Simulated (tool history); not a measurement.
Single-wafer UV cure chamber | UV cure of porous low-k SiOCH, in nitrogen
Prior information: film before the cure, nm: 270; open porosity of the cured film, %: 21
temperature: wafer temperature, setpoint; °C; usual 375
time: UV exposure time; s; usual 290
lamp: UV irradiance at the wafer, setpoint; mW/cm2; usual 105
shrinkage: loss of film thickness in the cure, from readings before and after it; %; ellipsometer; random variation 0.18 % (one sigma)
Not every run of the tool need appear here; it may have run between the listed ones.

run,hour,temperature,time,lamp,shrinkage
1,0,375,250,125,14.148
2,29.2,370,290,105,13.623
3,38.6,370,290,105,13.424
4,47.2,375,290,105,13.423
5,54.1,375,290,79,12.409
6,61.9,375,290,79,11.876
7,70.4,375,415,105,15.156
8,80.2,375,415,105,15.473
9,88.6,375,415,105,14.92
10,97.4,375,290,105,13.214
11,111.5,375,415,105,14.954
# hour 130.9: UV bulbs replaced
12,131.4,375,290,79,11.257
13,135.6,357,290,140,13.837
# hour 147.9: quartz window cleaned
14,148.4,395,290,105,14.462
15,159.4,365,425,92,15.041
16,169.7,369,290,89,12.97
17,177.7,375,290,105,13.872
18,192.8,389,410,115,16.298
19,208.2,386,290,127,14.848

4 options for the next run, each taken on its own from the tool as it stands now. Forecast them:
A,208.7,375,290,105,?
B,208.7,375,170,138,?
C,208.7,375,460,105,?
D,208.7,375,290,145,?

run,shrinkage
A,13.917
B,12.609
C,16.304
D,15.58
Without the tool's unlogged condition, the same runs would have read:
run,shrinkage
A,14.048
B,12.736
C,16.439
D,15.714
